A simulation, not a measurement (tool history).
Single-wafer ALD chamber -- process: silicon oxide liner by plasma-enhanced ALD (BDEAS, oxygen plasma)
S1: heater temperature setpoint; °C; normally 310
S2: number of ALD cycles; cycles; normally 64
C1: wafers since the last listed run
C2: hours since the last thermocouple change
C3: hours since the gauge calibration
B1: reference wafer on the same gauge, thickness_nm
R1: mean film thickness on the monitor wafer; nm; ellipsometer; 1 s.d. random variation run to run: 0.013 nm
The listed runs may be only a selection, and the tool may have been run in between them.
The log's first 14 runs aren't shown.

Run 15, day 14.817: usual settings; C1 109; C2 2600.9; C3 90.4; B1 4.649. Result: R1 5.152 nm.
Run 16, day 15.504: usual settings; C1 92; C2 2617.4; C3 106.9; B1 4.647. Result: R1 5.146 nm.
Run 17, day 16.554: usual settings; C1 140; C2 2642.6; C3 132.1; B1 4.638. Result: R1 5.166 nm.
Run 18, day 17.938: usual settings; C1 185; C2 2675.8; C3 165.3; B1 4.63. Result: R1 5.16 nm.
Run 19, day 19.371: usual settings but S1 300 °C, S2 55 cycles; C1 191; C2 2710.2; C3 199.7; B1 4.632. Result: R1 4.506 nm.
Run 20, day 20.825: usual settings but S1 316 °C; C1 194; C2 2745.1; C3 234.6; B1 4.624. Result: R1 5.13 nm.
Run 21, day 21.688: usual settings but S1 320 °C, S2 60 cycles; C1 115; C2 2765.8; C3 255.3; B1 4.63. Result: R1 4.741 nm.
Run 22, day 22.458: usual settings but S1 315 °C, S2 55 cycles; C1 103; C2 2784.3; C3 273.8; B1 4.627. Result: R1 4.397 nm.
At day 23.05: thermocouple changed; heater temperature recalibrated.
Run 23, day 23.175: usual settings but S1 324 °C, S2 75 cycles; C1 51; C2 3; C3 291; B1 4.63. Result: R1 5.893 nm.
Run 24, day 24.488: usual settings but S1 296 °C, S2 56 cycles; C1 175; C2 34.5; C3 322.5; B1 4.621. Result: R1 4.668 nm.
Run 25, day 25.846: usual settings but S1 321 °C, S2 67 cycles; C1 181; C2 67.1; C3 355.1; B1 4.62. Result: R1 5.297 nm.
Run 26, day 26.788: usual settings but S1 316 °C; C1 126; C2 89.7; C3 377.7; B1 4.621. Result: R1 5.089 nm.
Run 27, day 27.962: usual settings but S2 55 cycles; C1 157; C2 117.9; C3 405.9; B1 4.616. Result: R1 4.393 nm.
Run 28, day 29.208: usual settings but S1 314 °C, S2 56 cycles; C1 166; C2 147.8; C3 435.8; B1 4.615. Result: R1 4.468 nm.
Run 29, day 29.767: usual settings but S1 296 °C; C1 74; C2 161.2; C3 449.2; B1 4.614. Result: R1 5.302 nm.
Run 30, day 30.312: usual settings but S1 319 °C, S2 55 cycles; C1 73; C2 174.3; C3 462.3; B1 4.612. Result: R1 4.348 nm.
Run 31, day 31.188: usual settings but S1 325 °C, S2 72 cycles; C1 117; C2 195.3; C3 483.3; B1 4.604. Result: R1 5.643 nm.
Run 32, day 32.329: usual settings; C1 152; C2 222.7; C3 510.7; B1 4.606. Result: R1 5.103 nm.
Run 33, day 32.921: usual settings but S1 303 °C, S2 54 cycles; C1 79; C2 236.9; C3 524.9; B1 4.604. Result: R1 4.367 nm.

Alternative continuations, all from the tool just after run 33; predict every row:
Run A, day 32.942: usual settings but S2 70 cycles; C1 2; C2 237.4; C3 525.4; B1 ?. Result: R1 ?.
Run B, day 32.942: usual settings but S1 316 °C, S2 71 cycles; C1 2; C2 237.4; C3 525.4; B1 ?. Result: R1 ?.
Run C, day 32.942: usual settings but S1 318 °C, S2 68 cycles; C1 2; C2 237.4; C3 525.4; B1 ?. Result: R1 ?.
Run D, day 32.942: usual settings but S1 301 °C; C1 2; C2 237.4; C3 525.4; B1 ?. Result: R1 ?.

run    B1     R1
  A  4.61   5.58
  B  4.61  5.605
  C  4.61  5.351
  D  4.61  5.179
Without the tool's unlogged condition, the same runs would have read:
run     R1
  A  5.636
  B  5.661
  C  5.404
  D  5.231

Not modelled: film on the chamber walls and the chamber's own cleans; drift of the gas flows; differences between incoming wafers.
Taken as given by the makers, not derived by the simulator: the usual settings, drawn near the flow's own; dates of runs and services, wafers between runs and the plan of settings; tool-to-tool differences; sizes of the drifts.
